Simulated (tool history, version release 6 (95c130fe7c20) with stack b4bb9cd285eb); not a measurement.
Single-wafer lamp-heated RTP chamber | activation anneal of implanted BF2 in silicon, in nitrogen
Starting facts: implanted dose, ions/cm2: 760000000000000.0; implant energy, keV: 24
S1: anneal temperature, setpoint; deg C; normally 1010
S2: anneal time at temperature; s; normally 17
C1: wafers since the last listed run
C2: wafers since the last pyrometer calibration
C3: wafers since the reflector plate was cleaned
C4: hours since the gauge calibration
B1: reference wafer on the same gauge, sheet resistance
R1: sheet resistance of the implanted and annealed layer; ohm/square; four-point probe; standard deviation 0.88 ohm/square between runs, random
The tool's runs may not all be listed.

run 1 hour=0.0 | S1=1010 S2=23 | C1=0 C2=175 C3=4028 C4=281.7 | B1=193.94 | R1=193.46
run 2 hour=88.3 | S1=1010 S2=11 | C1=1070 C2=1246 C3=5099 C4=370.0 | B1=194.13 | R1=203.06
run 3 hour=127.5 | S1=1010 S2=11 | C1=475 C2=1721 C3=5574 C4=409.2 | B1=193.92 | R1=200.48
run 4 hour=196.2 | S1=1010 S2=17 | C1=833 C2=2555 C3=6407 C4=477.9 | B1=194.04 | R1=194.63
run 5 hour=226.3 | S1=1010 S2=17 | C1=365 C2=2920 C3=6772 C4=508.0 | B1=193.88 | R1=192.44
run 6 hour=257.5 | S1=1010 S2=17 | C1=378 C2=3298 C3=7150 C4=539.2 | B1=193.94 | R1=194.50
run 7 hour=288.6 | S1=1010 S2=17 | C1=377 C2=3675 C3=7528 C4=570.3 | B1=194.09 | R1=193.33
run 8 hour=316.1 | S1=1010 S2=17 | C1=333 C2=4009 C3=7861 C4=597.8 | B1=193.97 | R1=193.20
-- hour=360.9 reflector plate cleaned
run 9 hour=385.3 | S1=1010 S2=17 | C1=742 C2=4751 C3=295 C4=667.0 | B1=193.97 | R1=199.08
-- hour=396.8 pyrometer window cleaned and pyrometer calibrated
run 10 hour=437.2 | S1=983 S2=9 | C1=532 C2=489 C3=828 C4=718.9 | B1=194.08 | R1=230.31
run 11 hour=481.9 | S1=1010 S2=23 | C1=542 C2=1032 C3=1370 C4=763.6 | B1=193.89 | R1=194.42
-- hour=526.4 gauge calibrated
run 12 hour=549.2 | S1=1010 S2=17 | C1=816 C2=1848 C3=2186 C4=22.8 | B1=194.03 | R1=198.13
run 13 hour=592.3 | S1=1033 S2=21 | C1=522 C2=2370 C3=2709 C4=65.9 | B1=193.99 | R1=180.39
run 14 hour=627.5 | S1=1029 S2=17 | C1=426 C2=2797 C3=3136 C4=101.1 | B1=194.02 | R1=187.44
run 15 hour=791.0 | S1=994 S2=17 | C1=1982 C2=4780 C3=5118 C4=264.6 | B1=194.03 | R1=207.65

Run 16 has not been measured yet. What should we expect?
-- hour=807.7 pyrometer window cleaned and pyrometer calibrated
run 16 hour=844.6 | S1=1034 S2=26 | C1=552 C2=447 C3=5671 C4=318.2 | B1=? | R1=?

{"run 16": {"B1": 193.99, "R1": 178.09}}
Were there no unlogged condition in the tool, this run, its random variation unchanged, would have produced R1 180.20 ohm/square.

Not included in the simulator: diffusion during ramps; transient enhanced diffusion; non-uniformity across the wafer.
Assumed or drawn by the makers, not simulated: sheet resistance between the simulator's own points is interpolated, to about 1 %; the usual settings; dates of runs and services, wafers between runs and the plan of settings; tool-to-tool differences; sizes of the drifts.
